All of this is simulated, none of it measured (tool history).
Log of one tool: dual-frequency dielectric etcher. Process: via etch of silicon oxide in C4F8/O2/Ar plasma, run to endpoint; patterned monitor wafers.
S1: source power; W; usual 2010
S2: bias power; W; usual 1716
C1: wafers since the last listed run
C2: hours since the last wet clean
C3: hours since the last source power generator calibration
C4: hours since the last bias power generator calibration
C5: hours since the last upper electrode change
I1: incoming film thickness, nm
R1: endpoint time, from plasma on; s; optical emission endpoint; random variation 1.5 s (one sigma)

Run 1, day 0: usual settings but S1 2130 W; C1 0; C2 221.4; C3 3995.4; C4 3085.8; C5 3287.3; I1 1361.5. Result: R1 281.1 s.
Run 2, day 1.183: usual settings but S1 2130 W; C1 207; C2 249.8; C3 4023.8; C4 3114.2; C5 3315.7; I1 1376.6. Result: R1 286.4 s.
Run 3, day 5.312: usual settings but S1 2130 W; C1 724; C2 348.9; C3 4122.9; C4 3213.3; C5 3414.8; I1 1370.1. Result: R1 288.1 s.
Run 4, day 6.304: usual settings but S1 1880 W; C1 173; C2 372.7; C3 4146.7; C4 3237.1; C5 3438.6; I1 1365.8. Result: R1 310.7 s.
Run 5, day 7.058: usual settings; C1 132; C2 390.8; C3 4164.8; C4 3255.2; C5 3456.7; I1 1371.1. Result: R1 297.6 s.
Run 6, day 10.017: usual settings but S2 1927 W; C1 518; C2 461.8; C3 4235.8; C4 3326.2; C5 3527.7; I1 1374.5. Result: R1 289 s.
At day 11.579: wet clean of the chamber.
Run 7, day 11.6: usual settings but S2 1927 W; C1 102; C2 0.5; C3 4273.8; C4 3364.2; C5 3565.7; I1 1371.2. Result: R1 281.1 s.
Run 8, day 11.921: usual settings but S2 1927 W; C1 56; C2 8.2; C3 4281.5; C4 3371.9; C5 3573.4; I1 1373.2. Result: R1 282.9 s.
Run 9, day 12.992: usual settings but S1 2160 W, S2 1826 W; C1 187; C2 33.9; C3 4307.2; C4 3397.6; C5 3599.1; I1 1371. Result: R1 276.7 s.
Run 10, day 14.012: usual settings; C1 179; C2 58.4; C3 4331.7; C4 3422.1; C5 3623.6; I1 1360.2. Result: R1 292.9 s.
Run 11, day 14.629: usual settings; C1 108; C2 73.2; C3 4346.5; C4 3436.9; C5 3638.4; I1 1372.9. Result: R1 293.7 s.
Run 12, day 15.312: usual settings; C1 119; C2 89.6; C3 4362.9; C4 3453.3; C5 3654.8; I1 1371.1. Result: R1 292.3 s.
Run 13, day 16.062: usual settings; C1 131; C2 107.6; C3 4380.9; C4 3471.3; C5 3672.8; I1 1387.8. Result: R1 299.2 s.
Run 14, day 17.171: usual settings but S1 2310 W, S2 1521 W; C1 194; C2 134.2; C3 4407.5; C4 3497.9; C5 3699.4; I1 1373.3. Result: R1 283.9 s.
Run 15, day 17.783: usual settings but S1 2310 W, S2 1521 W; C1 107; C2 148.9; C3 4422.2; C4 3512.6; C5 3714.1; I1 1380.9. Result: R1 281.5 s.
Run 16, day 19.138: usual settings but S1 2310 W, S2 1521 W; C1 237; C2 181.4; C3 4454.7; C4 3545.1; C5 3746.6; I1 1381.3. Result: R1 286.9 s.
At day 19.583: source power generator calibrated.
Run 17, day 19.912: usual settings but S1 1750 W, S2 2024 W; C1 106; C2 200; C3 7.9; C4 3563.7; C5 3765.2; I1 1362.9. Result: R1 307.6 s.
Run 18, day 20.988: usual settings; C1 188; C2 225.8; C3 33.7; C4 3589.5; C5 3791; I1 1366.3. Result: R1 297 s.
Run 19, day 21.996: usual settings but S1 2420 W, S2 2040 W; C1 176; C2 250; C3 57.9; C4 3613.7; C5 3815.2; I1 1381.7. Result: R1 256.8 s.
Run 20, day 23.2: usual settings but S1 1560 W; C1 211; C2 278.9; C3 86.8; C4 3642.6; C5 3844.1; I1 1360.3. Result: R1 351.5 s.
Run 21, day 24.562: usual settings but S1 1560 W, S2 1371 W; C1 238; C2 311.6; C3 119.5; C4 3675.3; C5 3876.8; I1 1367.5. Result: R1 377.5 s.
Run 22, day 25.921: usual settings; C1 238; C2 344.2; C3 152.1; C4 3707.9; C5 3909.4; I1 1372.2. Result: R1 299.5 s.
At day 27.117: upper electrode replaced, of another model than before.
Run 23, day 27.138: usual settings but S1 1560 W; C1 37; C2 373.4; C3 181.3; C4 3737.1; C5 0.5; I1 1362.9. Result: R1 339.3 s.
Run 24, day 27.867: usual settings but S1 1550 W, S2 1505 W; C1 127; C2 390.9; C3 198.8; C4 3754.6; C5 18; I1 1365.6. Result: R1 355.4 s.
Run 25, day 28.633: usual settings but S1 1810 W, S2 2025 W; C1 134; C2 409.3; C3 217.2; C4 3773; C5 36.4; I1 1383.2. Result: R1 300.5 s.
At day 29.646: bias power generator calibrated.
At day 30.058: wet clean of the chamber.
Run 26, day 30.079: usual settings; C1 151; C2 0.5; C3 251.9; C4 10.4; C5 71.1; I1 1372.6. Result: R1 286.7 s.
Run 27, day 30.725: usual settings; C1 113; C2 16; C3 267.4; C4 25.9; C5 86.6; I1 1377.8. Result: R1 286.9 s.
Run 28, day 31.325: usual settings but S1 1730 W, S2 1555 W; C1 105; C2 30.4; C3 281.8; C4 40.3; C5 101; I1 1363.2. Result: R1 319.9 s.
Run 29, day 32.458: usual settings but S1 1820 W; C1 198; C2 57.6; C3 309; C4 67.5; C5 128.2; I1 1347.8. Result: R1 296.8 s.
Run 30, day 33.438: usual settings but S1 1660 W, S2 2058 W; C1 171; C2 81.1; C3 332.5; C4 91; C5 151.7; I1 1367.1. Result: R1 295.1 s.
Run 31, day 34.208: usual settings but S1 1830 W, S2 1381 W; C1 135; C2 99.6; C3 351; C4 109.5; C5 170.2; I1 1364.6. Result: R1 327.2 s.
Run 32, day 35.038: usual settings; C1 145; C2 119.5; C3 370.9; C4 129.4; C5 190.1; I1 1357. Result: R1 287.3 s.
Run 33, day 36.112: usual settings; C1 188; C2 145.3; C3 396.7; C4 155.2; C5 215.9; I1 1368.4. Result: R1 291.9 s.
Run 34, day 37.5: usual settings but S1 1590 W, S2 1575 W; C1 243; C2 178.6; C3 430; C4 188.5; C5 249.2; I1 1372.1. Result: R1 337.1 s.
Run 35, day 38.129: usual settings but S1 1620 W, S2 1468 W; C1 110; C2 193.7; C3 445.1; C4 203.6; C5 264.3; I1 1377.1. Result: R1 344 s.
Run 36, day 38.975: usual settings; C1 148; C2 214; C3 465.4; C4 223.9; C5 284.6; I1 1372.4. Result: R1 293.1 s.

3 ways to go on from here, each from the tool as it stands after run 36. What would each give?
Run A, day 38.996: usual settings but S2 1993 W; C1 3; C2 214.5; C3 465.9; C4 224.4; C5 285.1; I1 1376.1. Result: R1 ?.
Run B, day 38.996: usual settings but S1 1700 W, S2 2005 W; C1 3; C2 214.5; C3 465.9; C4 224.4; C5 285.1; I1 1376.1. Result: R1 ?.
Run C, day 38.996: usual settings but S1 2470 W; C1 3; C2 214.5; C3 465.9; C4 224.4; C5 285.1; I1 1376.1. Result: R1 ?.

run     R1
  A  277.3
  B  299.4
  C  266.1
Without the tool's hidden state the same runs would have given:
run     R1
  A  274.1
  B  295.9
  C    263
